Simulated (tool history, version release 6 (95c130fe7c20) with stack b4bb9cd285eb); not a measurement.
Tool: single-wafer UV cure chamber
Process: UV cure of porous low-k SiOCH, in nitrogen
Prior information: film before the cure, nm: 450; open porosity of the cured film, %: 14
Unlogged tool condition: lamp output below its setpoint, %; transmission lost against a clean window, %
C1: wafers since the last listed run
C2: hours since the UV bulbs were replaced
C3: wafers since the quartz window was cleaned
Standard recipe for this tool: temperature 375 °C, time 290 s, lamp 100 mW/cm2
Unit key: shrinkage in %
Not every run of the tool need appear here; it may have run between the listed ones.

{"run": 1, "day": 0.0, "temperature": 375, "time": 290, "lamp": 100, "C1": 0, "C2": 395.4, "C3": 1461, "shrinkage": 8.717}
{"run": 2, "day": 3.612, "temperature": 375, "time": 290, "lamp": 100, "C1": 572, "C2": 482.1, "C3": 2034, "shrinkage": 8.65}
{"day": 5.979, "done": "quartz window cleaned"}
{"run": 3, "day": 6.0, "temperature": 387, "time": 250, "lamp": 100, "C1": 325, "C2": 539.4, "C3": 3, "shrinkage": 8.163}
{"run": 4, "day": 8.55, "temperature": 387, "time": 250, "lamp": 100, "C1": 403, "C2": 600.6, "C3": 407, "shrinkage": 8.206}
{"run": 5, "day": 9.662, "temperature": 375, "time": 290, "lamp": 100, "C1": 176, "C2": 627.3, "C3": 583, "shrinkage": 8.459}
{"run": 6, "day": 10.917, "temperature": 375, "time": 290, "lamp": 100, "C1": 198, "C2": 657.4, "C3": 782, "shrinkage": 8.225}
{"run": 7, "day": 13.196, "temperature": 375, "time": 290, "lamp": 100, "C1": 361, "C2": 712.1, "C3": 1143, "shrinkage": 8.044}
{"run": 8, "day": 15.258, "temperature": 375, "time": 290, "lamp": 100, "C1": 326, "C2": 761.6, "C3": 1470, "shrinkage": 7.93}
{"day": 16.154, "done": "UV bulbs replaced"}
{"run": 9, "day": 18.2, "temperature": 385, "time": 220, "lamp": 125, "C1": 413, "C2": 49.1, "C3": 1883, "shrinkage": 8.853}
{"day": 20.454, "done": "quartz window cleaned"}
{"run": 10, "day": 20.838, "temperature": 387, "time": 250, "lamp": 100, "C1": 365, "C2": 112.4, "C3": 60, "shrinkage": 8.656}
{"run": 11, "day": 23.404, "temperature": 367, "time": 460, "lamp": 86, "C1": 406, "C2": 174.0, "C3": 467, "shrinkage": 10.009}
{"run": 12, "day": 24.75, "temperature": 386, "time": 360, "lamp": 72, "C1": 213, "C2": 206.3, "C3": 680, "shrinkage": 8.821}
{"run": 13, "day": 26.196, "temperature": 383, "time": 175, "lamp": 136, "C1": 229, "C2": 241.0, "C3": 909, "shrinkage": 8.388}
{"run": 14, "day": 28.7, "temperature": 361, "time": 290, "lamp": 133, "C1": 396, "C2": 301.1, "C3": 1306, "shrinkage": 9.736}
{"day": 34.029, "done": "quartz window cleaned"}
{"run": 15, "day": 35.475, "temperature": 375, "time": 290, "lamp": 137, "C1": 1020, "C2": 463.7, "C3": 228, "shrinkage": 9.937}
{"run": 16, "day": 36.858, "temperature": 361, "time": 420, "lamp": 127, "C1": 219, "C2": 496.9, "C3": 448, "shrinkage": 10.451}
{"run": 17, "day": 39.546, "temperature": 375, "time": 290, "lamp": 100, "C1": 425, "C2": 561.4, "C3": 873, "shrinkage": 8.401}

Each row is a separate what-if for the run after 17, all from the same tool condition, not one after another. Results?
{"run": "A", "day": 39.567, "temperature": 375, "time": 290, "lamp": 125, "C1": 3, "C2": 561.9, "C3": 877, "shrinkage": "?"}
{"run": "B", "day": 39.567, "temperature": 369, "time": 160, "lamp": 100, "C1": 3, "C2": 561.9, "C3": 877, "shrinkage": "?"}
{"run": "C", "day": 39.567, "temperature": 392, "time": 370, "lamp": 100, "C1": 3, "C2": 561.9, "C3": 877, "shrinkage": "?"}
{"run": "D", "day": 39.567, "temperature": 375, "time": 460, "lamp": 100, "C1": 3, "C2": 561.9, "C3": 877, "shrinkage": "?"}

run=A shrinkage=9.204
run=B shrinkage=6.266
run=C shrinkage=9.534
run=D shrinkage=10.095
Had the tool no hidden state, the same runs would have come out as:
run=A shrinkage=9.855
run=B shrinkage=6.845
run=C shrinkage=10.192
run=D shrinkage=10.762
